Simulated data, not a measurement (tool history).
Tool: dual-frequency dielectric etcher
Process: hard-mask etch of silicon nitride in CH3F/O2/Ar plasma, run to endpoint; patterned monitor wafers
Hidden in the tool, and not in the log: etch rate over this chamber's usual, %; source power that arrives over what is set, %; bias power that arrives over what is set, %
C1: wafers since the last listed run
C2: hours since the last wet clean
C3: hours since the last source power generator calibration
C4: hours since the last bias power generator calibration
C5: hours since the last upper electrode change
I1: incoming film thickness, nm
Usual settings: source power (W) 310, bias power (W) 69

run 1 hour=0.0 | source_power_(W)=310 bias_power_(W)=69 | C1=0 C2=468.3 C3=2846.7 C4=3556.8 C5=3759.8 | I1=30.94 | endpoint_time_(s)=49.8
run 2 hour=7.8 | source_power_(W)=310 bias_power_(W)=69 | C1=109 C2=476.1 C3=2854.5 C4=3564.6 C5=3767.6 | I1=30.81 | endpoint_time_(s)=49.2
run 3 hour=18.1 | source_power_(W)=310 bias_power_(W)=69 | C1=144 C2=486.4 C3=2864.8 C4=3574.9 C5=3777.9 | I1=30.89 | endpoint_time_(s)=49.7
run 4 hour=27.4 | source_power_(W)=310 bias_power_(W)=69 | C1=130 C2=495.7 C3=2874.1 C4=3584.2 C5=3787.2 | I1=30.82 | endpoint_time_(s)=49.3
run 5 hour=37.9 | source_power_(W)=310 bias_power_(W)=69 | C1=147 C2=506.2 C3=2884.6 C4=3594.7 C5=3797.7 | I1=31.11 | endpoint_time_(s)=49.0
-- hour=52.5 bias power generator calibrated
run 6 hour=55.9 | source_power_(W)=310 bias_power_(W)=69 | C1=196 C2=524.2 C3=2902.6 C4=3.4 C5=3815.7 | I1=30.95 | endpoint_time_(s)=49.1
-- hour=87.9 wet clean of the chamber
run 7 hour=88.4 | source_power_(W)=310 bias_power_(W)=69 | C1=119 C2=0.5 C3=2935.1 C4=35.9 C5=3848.2 | I1=30.60 | endpoint_time_(s)=49.3
run 8 hour=88.7 | source_power_(W)=310 bias_power_(W)=69 | C1=4 C2=0.8 C3=2935.4 C4=36.2 C5=3848.5 | I1=30.77 | endpoint_time_(s)=49.2
run 9 hour=89.1 | source_power_(W)=340 bias_power_(W)=69 | C1=5 C2=1.2 C3=2935.8 C4=36.6 C5=3848.9 | I1=30.76 | endpoint_time_(s)=47.7
run 10 hour=106.3 | source_power_(W)=340 bias_power_(W)=69 | C1=241 C2=18.4 C3=2953.0 C4=53.8 C5=3866.1 | I1=31.07 | endpoint_time_(s)=47.4
run 11 hour=122.6 | source_power_(W)=310 bias_power_(W)=69 | C1=229 C2=34.7 C3=2969.3 C4=70.1 C5=3882.4 | I1=31.05 | endpoint_time_(s)=49.6
run 12 hour=137.0 | source_power_(W)=310 bias_power_(W)=69 | C1=202 C2=49.1 C3=2983.7 C4=84.5 C5=3896.8 | I1=30.78 | endpoint_time_(s)=49.5
run 13 hour=145.4 | source_power_(W)=270 bias_power_(W)=64 | C1=118 C2=57.5 C3=2992.1 C4=92.9 C5=3905.2 | I1=30.99 | endpoint_time_(s)=54.2
-- hour=180.2 upper electrode replaced
run 14 hour=180.7 | source_power_(W)=270 bias_power_(W)=64 | C1=158 C2=92.8 C3=3027.4 C4=128.2 C5=0.5 | I1=30.67 | endpoint_time_(s)=53.7
run 15 hour=181.0 | source_power_(W)=340 bias_power_(W)=69 | C1=4 C2=93.1 C3=3027.7 C4=128.5 C5=0.8 | I1=30.52 | endpoint_time_(s)=47.1
run 16 hour=188.6 | source_power_(W)=240 bias_power_(W)=58 | C1=106 C2=100.7 C3=3035.3 C4=136.1 C5=8.4 | I1=30.56 | endpoint_time_(s)=59.2
run 17 hour=198.8 | source_power_(W)=270 bias_power_(W)=63 | C1=143 C2=110.9 C3=3045.5 C4=146.3 C5=18.6 | I1=30.76 | endpoint_time_(s)=54.1
run 18 hour=206.1 | source_power_(W)=380 bias_power_(W)=62 | C1=102 C2=118.2 C3=3052.8 C4=153.6 C5=25.9 | I1=30.81 | endpoint_time_(s)=46.9
run 19 hour=212.9 | source_power_(W)=240 bias_power_(W)=59 | C1=95 C2=125.0 C3=3059.6 C4=160.4 C5=32.7 | I1=30.71 | endpoint_time_(s)=58.1
run 20 hour=224.0 | source_power_(W)=310 bias_power_(W)=69 | C1=156 C2=136.1 C3=3070.7 C4=171.5 C5=43.8 | I1=30.67 | endpoint_time_(s)=49.2
run 21 hour=240.1 | source_power_(W)=280 bias_power_(W)=60 | C1=226 C2=152.2 C3=3086.8 C4=187.6 C5=59.9 | I1=31.36 | endpoint_time_(s)=55.9
run 22 hour=252.7 | source_power_(W)=280 bias_power_(W)=69 | C1=177 C2=164.8 C3=3099.4 C4=200.2 C5=72.5 | I1=30.99 | endpoint_time_(s)=52.2
run 23 hour=266.0 | source_power_(W)=310 bias_power_(W)=69 | C1=187 C2=178.1 C3=3112.7 C4=213.5 C5=85.8 | I1=30.81 | endpoint_time_(s)=49.0
run 24 hour=280.6 | source_power_(W)=250 bias_power_(W)=76 | C1=205 C2=192.7 C3=3127.3 C4=228.1 C5=100.4 | I1=30.79 | endpoint_time_(s)=52.2
run 25 hour=290.6 | source_power_(W)=310 bias_power_(W)=69 | C1=140 C2=202.7 C3=3137.3 C4=238.1 C5=110.4 | I1=30.64 | endpoint_time_(s)=48.9
run 26 hour=306.9 | source_power_(W)=270 bias_power_(W)=73 | C1=229 C2=219.0 C3=3153.6 C4=254.4 C5=126.7 | I1=30.49 | endpoint_time_(s)=50.7
run 27 hour=317.4 | source_power_(W)=310 bias_power_(W)=69 | C1=147 C2=229.5 C3=3164.1 C4=264.9 C5=137.2 | I1=30.71 | endpoint_time_(s)=49.0
-- hour=337.2 source power generator calibrated
run 28 hour=337.7 | source_power_(W)=240 bias_power_(W)=62 | C1=229 C2=249.8 C3=0.5 C4=285.2 C5=157.5 | I1=30.93 | endpoint_time_(s)=58.4
run 29 hour=348.4 | source_power_(W)=360 bias_power_(W)=78 | C1=150 C2=260.5 C3=11.2 C4=295.9 C5=168.2 | I1=30.95 | endpoint_time_(s)=44.0
run 30 hour=365.3 | source_power_(W)=250 bias_power_(W)=78 | C1=237 C2=277.4 C3=28.1 C4=312.8 C5=185.1 | I1=31.03 | endpoint_time_(s)=52.0
run 31 hour=378.4 | source_power_(W)=310 bias_power_(W)=69 | C1=184 C2=290.5 C3=41.2 C4=325.9 C5=198.2 | I1=30.86 | endpoint_time_(s)=49.4
run 32 hour=394.8 | source_power_(W)=310 bias_power_(W)=54 | C1=230 C2=306.9 C3=57.6 C4=342.3 C5=214.6 | I1=30.98 | endpoint_time_(s)=54.9
run 33 hour=412.2 | source_power_(W)=380 bias_power_(W)=64 | C1=244 C2=324.3 C3=75.0 C4=359.7 C5=232.0 | I1=30.85 | endpoint_time_(s)=46.6
run 34 hour=429.3 | source_power_(W)=240 bias_power_(W)=56 | C1=240 C2=341.4 C3=92.1 C4=376.8 C5=249.1 | I1=30.77 | endpoint_time_(s)=59.7
run 35 hour=446.6 | source_power_(W)=310 bias_power_(W)=69 | C1=243 C2=358.7 C3=109.4 C4=394.1 C5=266.4 | I1=30.77 | endpoint_time_(s)=49.0
run 36 hour=461.5 | source_power_(W)=310 bias_power_(W)=69 | C1=209 C2=373.6 C3=124.3 C4=409.0 C5=281.3 | I1=30.90 | endpoint_time_(s)=49.0

How the hidden state differs across the entries between the runs, from the last listed run before each to the first after it:
Between runs 5 and 6: bias power generator calibrated (hour 52.5)
  no hidden state differs between the two runs
Between runs 6 and 7: wet clean of the chamber (hour 87.9)
  no hidden state differs between the two runs
Between runs 13 and 14: upper electrode replaced (hour 180.2)
  no hidden state differs between the two runs
Between runs 27 and 28: source power generator calibrated (hour 337.2)
  no hidden state differs between the two runs
